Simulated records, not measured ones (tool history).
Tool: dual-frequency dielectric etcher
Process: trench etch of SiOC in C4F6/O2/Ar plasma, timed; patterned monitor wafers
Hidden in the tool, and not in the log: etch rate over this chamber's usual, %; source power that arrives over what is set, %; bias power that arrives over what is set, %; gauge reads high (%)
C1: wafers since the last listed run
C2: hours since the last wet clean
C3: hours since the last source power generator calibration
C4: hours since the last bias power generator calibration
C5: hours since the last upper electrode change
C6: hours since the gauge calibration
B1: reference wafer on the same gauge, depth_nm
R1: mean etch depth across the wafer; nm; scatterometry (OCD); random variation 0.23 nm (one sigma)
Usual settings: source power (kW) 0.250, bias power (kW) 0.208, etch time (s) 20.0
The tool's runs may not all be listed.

run 1 hour=0.0 | source_power_(kW)=0.250 bias_power_(kW)=0.208 etch_time_(s)=20.0 | C1=0 C2=76.5 C3=1683.2 C4=4658.7 C5=1801.8 C6=1217.0 | B1=34.50 | R1=34.19
run 2 hour=87.8 | source_power_(kW)=0.210 bias_power_(kW)=0.208 etch_time_(s)=20.0 | C1=1682 C2=164.3 C3=1771.0 C4=4746.5 C5=1889.6 C6=1304.8 | B1=34.44 | R1=32.07
run 3 hour=167.9 | source_power_(kW)=0.210 bias_power_(kW)=0.208 etch_time_(s)=20.0 | C1=1535 C2=244.4 C3=1851.1 C4=4826.6 C5=1969.7 C6=1384.9 | B1=34.51 | R1=32.51
run 4 hour=219.8 | source_power_(kW)=0.210 bias_power_(kW)=0.208 etch_time_(s)=20.0 | C1=994 C2=296.3 C3=1903.0 C4=4878.5 C5=2021.6 C6=1436.8 | B1=34.47 | R1=32.80
run 5 hour=268.4 | source_power_(kW)=0.250 bias_power_(kW)=0.208 etch_time_(s)=22.0 | C1=931 C2=344.9 C3=1951.6 C4=4927.1 C5=2070.2 C6=1485.4 | B1=34.54 | R1=38.36
run 6 hour=357.6 | source_power_(kW)=0.250 bias_power_(kW)=0.208 etch_time_(s)=20.0 | C1=1709 C2=434.1 C3=2040.8 C4=5016.3 C5=2159.4 C6=1574.6 | B1=34.48 | R1=35.26
run 7 hour=434.0 | source_power_(kW)=0.250 bias_power_(kW)=0.208 etch_time_(s)=20.0 | C1=1464 C2=510.5 C3=2117.2 C4=5092.7 C5=2235.8 C6=1651.0 | B1=34.53 | R1=35.41
run 8 hour=480.2 | source_power_(kW)=0.250 bias_power_(kW)=0.208 etch_time_(s)=20.0 | C1=885 C2=556.7 C3=2163.4 C4=5138.9 C5=2282.0 C6=1697.2 | B1=34.46 | R1=35.13
run 9 hour=543.4 | source_power_(kW)=0.250 bias_power_(kW)=0.208 etch_time_(s)=20.0 | C1=1211 C2=619.9 C3=2226.6 C4=5202.1 C5=2345.2 C6=1760.4 | B1=34.49 | R1=35.49
run 10 hour=588.6 | source_power_(kW)=0.250 bias_power_(kW)=0.208 etch_time_(s)=20.0 | C1=866 C2=665.1 C3=2271.8 C4=5247.3 C5=2390.4 C6=1805.6 | B1=34.45 | R1=35.85
-- hour=611.2 bias power generator calibrated
-- hour=653.7 wet clean of the chamber
run 11 hour=687.9 | source_power_(kW)=0.250 bias_power_(kW)=0.208 etch_time_(s)=20.0 | C1=1366 C2=34.2 C3=2371.1 C4=76.7 C5=2489.7 C6=1904.9 | B1=34.50 | R1=34.00
run 12 hour=781.6 | source_power_(kW)=0.250 bias_power_(kW)=0.176 etch_time_(s)=20.0 | C1=1795 C2=127.9 C3=2464.8 C4=170.4 C5=2583.4 C6=1998.6 | B1=34.51 | R1=32.09
run 13 hour=825.4 | source_power_(kW)=0.250 bias_power_(kW)=0.208 etch_time_(s)=20.0 | C1=839 C2=171.7 C3=2508.6 C4=214.2 C5=2627.2 C6=2042.4 | B1=34.56 | R1=34.45
run 14 hour=920.3 | source_power_(kW)=0.210 bias_power_(kW)=0.208 etch_time_(s)=20.0 | C1=1818 C2=266.6 C3=2603.5 C4=309.1 C5=2722.1 C6=2137.3 | B1=34.47 | R1=32.76
run 15 hour=1003.9 | source_power_(kW)=0.250 bias_power_(kW)=0.208 etch_time_(s)=17.5 | C1=1602 C2=350.2 C3=2687.1 C4=392.7 C5=2805.7 C6=2220.9 | B1=34.51 | R1=30.89
run 16 hour=1089.2 | source_power_(kW)=0.210 bias_power_(kW)=0.169 etch_time_(s)=14.0 | C1=1634 C2=435.5 C3=2772.4 C4=478.0 C5=2891.0 C6=2306.2 | B1=34.54 | R1=21.60
run 17 hour=1178.6 | source_power_(kW)=0.250 bias_power_(kW)=0.208 etch_time_(s)=20.0 | C1=1713 C2=524.9 C3=2861.8 C4=567.4 C5=2980.4 C6=2395.6 | B1=34.50 | R1=35.88
run 18 hour=1249.9 | source_power_(kW)=0.250 bias_power_(kW)=0.208 etch_time_(s)=20.0 | C1=1366 C2=596.2 C3=2933.1 C4=638.7 C5=3051.7 C6=2466.9 | B1=34.55 | R1=35.43
-- hour=1307.0 upper electrode replaced, of another model than before
-- hour=1314.4 wet clean of the chamber
run 19 hour=1323.9 | source_power_(kW)=0.190 bias_power_(kW)=0.229 etch_time_(s)=24.5 | C1=817 C2=9.5 C3=3007.1 C4=712.7 C5=16.9 C6=2540.9 | B1=34.53 | R1=41.38
run 20 hour=1363.9 | source_power_(kW)=0.200 bias_power_(kW)=0.222 etch_time_(s)=20.0 | C1=766 C2=49.5 C3=3047.1 C4=752.7 C5=56.9 C6=2580.9 | B1=34.49 | R1=33.57
run 21 hour=1564.7 | source_power_(kW)=0.280 bias_power_(kW)=0.208 etch_time_(s)=16.5 | C1=3848 C2=250.3 C3=3247.9 C4=953.5 C5=257.7 C6=2781.7 | B1=34.55 | R1=29.35
run 22 hour=1659.6 | source_power_(kW)=0.250 bias_power_(kW)=0.208 etch_time_(s)=20.0 | C1=1818 C2=345.2 C3=3342.8 C4=1048.4 C5=352.6 C6=2876.6 | B1=34.50 | R1=35.25
-- hour=1678.9 gauge calibrated
-- hour=1683.0 source power generator calibrated
run 23 hour=1718.1 | source_power_(kW)=0.250 bias_power_(kW)=0.256 etch_time_(s)=20.0 | C1=1044 C2=403.7 C3=35.1 C4=1106.9 C5=411.1 C6=39.2 | B1=34.52 | R1=39.70
run 24 hour=1767.7 | source_power_(kW)=0.230 bias_power_(kW)=0.186 etch_time_(s)=24.5 | C1=950 C2=453.3 C3=84.7 C4=1156.5 C5=460.7 C6=88.8 | B1=34.49 | R1=39.96
run 25 hour=1823.8 | source_power_(kW)=0.250 bias_power_(kW)=0.208 etch_time_(s)=20.0 | C1=1075 C2=509.4 C3=140.8 C4=1212.6 C5=516.8 C6=144.9 | B1=34.53 | R1=35.43
run 26 hour=1886.4 | source_power_(kW)=0.250 bias_power_(kW)=0.163 etch_time_(s)=24.0 | C1=1199 C2=572.0 C3=203.4 C4=1275.2 C5=579.4 C6=207.5 | B1=34.54 | R1=36.64
run 27 hour=1953.1 | source_power_(kW)=0.210 bias_power_(kW)=0.234 etch_time_(s)=15.5 | C1=1278 C2=638.7 C3=270.1 C4=1341.9 C5=646.1 C6=274.2 | B1=34.51 | R1=28.72
-- hour=2028.2 wet clean of the chamber
run 28 hour=2057.9 | source_power_(kW)=0.250 bias_power_(kW)=0.208 etch_time_(s)=25.5 | C1=1548 C2=29.7 C3=374.9 C4=1446.7 C5=750.9 C6=379.0 | B1=34.48 | R1=44.39
run 29 hour=2120.2 | source_power_(kW)=0.250 bias_power_(kW)=0.246 etch_time_(s)=16.5 | C1=1194 C2=92.0 C3=437.2 C4=1509.0 C5=813.2 C6=441.3 | B1=34.54 | R1=31.35
run 30 hour=2173.8 | source_power_(kW)=0.250 bias_power_(kW)=0.237 etch_time_(s)=20.0 | C1=1027 C2=145.6 C3=490.8 C4=1562.6 C5=866.8 C6=494.9 | B1=34.51 | R1=37.30

3 ways to go on from here, each from the tool as it stands after run 30. What would each give?
run A hour=2174.2 | source_power_(kW)=0.250 bias_power_(kW)=0.208 etch_time_(s)=20.0 | C1=7 C2=146.0 C3=491.2 C4=1563.0 C5=867.2 C6=495.3 | B1=? | R1=?
run B hour=2174.2 | source_power_(kW)=0.300 bias_power_(kW)=0.208 etch_time_(s)=17.0 | C1=7 C2=146.0 C3=491.2 C4=1563.0 C5=867.2 C6=495.3 | B1=? | R1=?
run C hour=2174.2 | source_power_(kW)=0.250 bias_power_(kW)=0.238 etch_time_(s)=22.5 | C1=7 C2=146.0 C3=491.2 C4=1563.0 C5=867.2 C6=495.3 | B1=? | R1=?

run=A B1=34.51 R1=34.64
run=B B1=34.51 R1=30.88
run=C B1=34.51 R1=42.15
Without the tool's hidden state the same runs would have given:
run=A R1=34.07
run=B R1=30.37
run=C R1=41.46

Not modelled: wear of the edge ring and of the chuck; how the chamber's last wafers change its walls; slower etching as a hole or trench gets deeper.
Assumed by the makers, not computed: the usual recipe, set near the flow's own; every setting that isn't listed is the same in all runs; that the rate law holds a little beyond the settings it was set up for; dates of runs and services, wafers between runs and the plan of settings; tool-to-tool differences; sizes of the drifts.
